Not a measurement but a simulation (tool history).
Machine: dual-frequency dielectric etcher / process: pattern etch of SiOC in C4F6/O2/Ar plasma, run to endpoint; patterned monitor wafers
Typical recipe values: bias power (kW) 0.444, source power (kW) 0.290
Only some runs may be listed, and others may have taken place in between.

run	hour	bias power (kW)	source power (kW)	wafers since the last listed run	hours since the last wet clean	hours since the last bias power generator calibration	hours since the last source power generator calibration	hours since the last upper electrode change	incoming incoming film thickness, nm	endpoint time (s)
1	0.0	0.444	0.290	0	195.4	3511.6	3277.3	3080.9	36.93	15.4
2	15.5	0.444	0.290	195	210.9	3527.1	3292.8	3096.4	36.66	15.4
3	25.9	0.444	0.290	131	221.3	3537.5	3303.2	3106.8	37.24	15.7
4	35.8	0.444	0.290	124	231.2	3547.4	3313.1	3116.7	37.25	15.7
5	46.2	0.444	0.290	131	241.6	3557.8	3323.5	3127.1	37.22	15.7
6	60.5	0.418	0.310	180	255.9	3572.1	3337.8	3141.4	37.07	15.4
7	75.0	0.418	0.310	182	270.4	3586.6	3352.3	3155.9	36.81	15.3
8	91.3	0.418	0.310	205	286.7	3602.9	3368.6	3172.2	36.73	15.3
9	103.5	0.444	0.290	153	298.9	3615.1	3380.8	3184.4	36.94	15.7
# hour 119.7: source power generator calibrated
10	120.2	0.444	0.290	160	315.6	3631.8	0.5	3201.1	37.48	16.0
11	129.1	0.444	0.290	112	324.5	3640.7	9.4	3210.0	36.96	15.7
12	142.1	0.444	0.290	163	337.5	3653.7	22.4	3223.0	37.31	16.0
13	156.7	0.444	0.290	184	352.1	3668.3	37.0	3237.6	37.38	16.1
14	174.3	0.444	0.290	221	369.7	3685.9	54.6	3255.2	36.92	15.9
# hour 189.3: bias power generator calibrated
# hour 203.4: upper electrode replaced
# hour 207.5: wet clean of the chamber
15	208.0	0.444	0.290	144	0.5	18.7	88.3	4.6	37.01	15.3
16	208.3	0.480	0.260	3	0.8	19.0	88.6	4.9	37.22	15.9
17	210.6	0.496	0.340	28	3.1	21.3	90.9	7.2	37.33	14.1
18	225.0	0.444	0.290	181	17.5	35.7	105.3	21.6	37.02	15.4
19	232.3	0.533	0.350	92	24.8	43.0	112.6	28.9	36.88	13.4
20	239.4	0.525	0.230	89	31.9	50.1	119.7	36.0	37.02	16.3
21	247.7	0.394	0.230	104	40.2	58.4	128.0	44.3	37.41	18.0
22	261.2	0.533	0.350	170	53.7	71.9	141.5	57.8	36.98	13.5
23	275.5	0.504	0.350	180	68.0	86.2	155.8	72.1	37.22	13.9
24	287.2	0.404	0.270	147	79.7	97.9	167.5	83.8	37.22	16.5
25	299.9	0.519	0.260	160	92.4	110.6	180.2	96.5	37.21	15.7
26	309.5	0.481	0.350	121	102.0	120.2	189.8	106.1	36.98	13.9
27	317.6	0.444	0.290	102	110.1	128.3	197.9	114.2	37.48	15.7

Predict the results of run 28:
28	328.3	0.359	0.360	134	120.8	139.0	208.6	124.9	37.24	?

{"run 28": {"endpoint time (s)": 14.9}}
Were there no unlogged condition in the tool, this run, its random variation unchanged, would have produced endpoint time (s) 14.7.
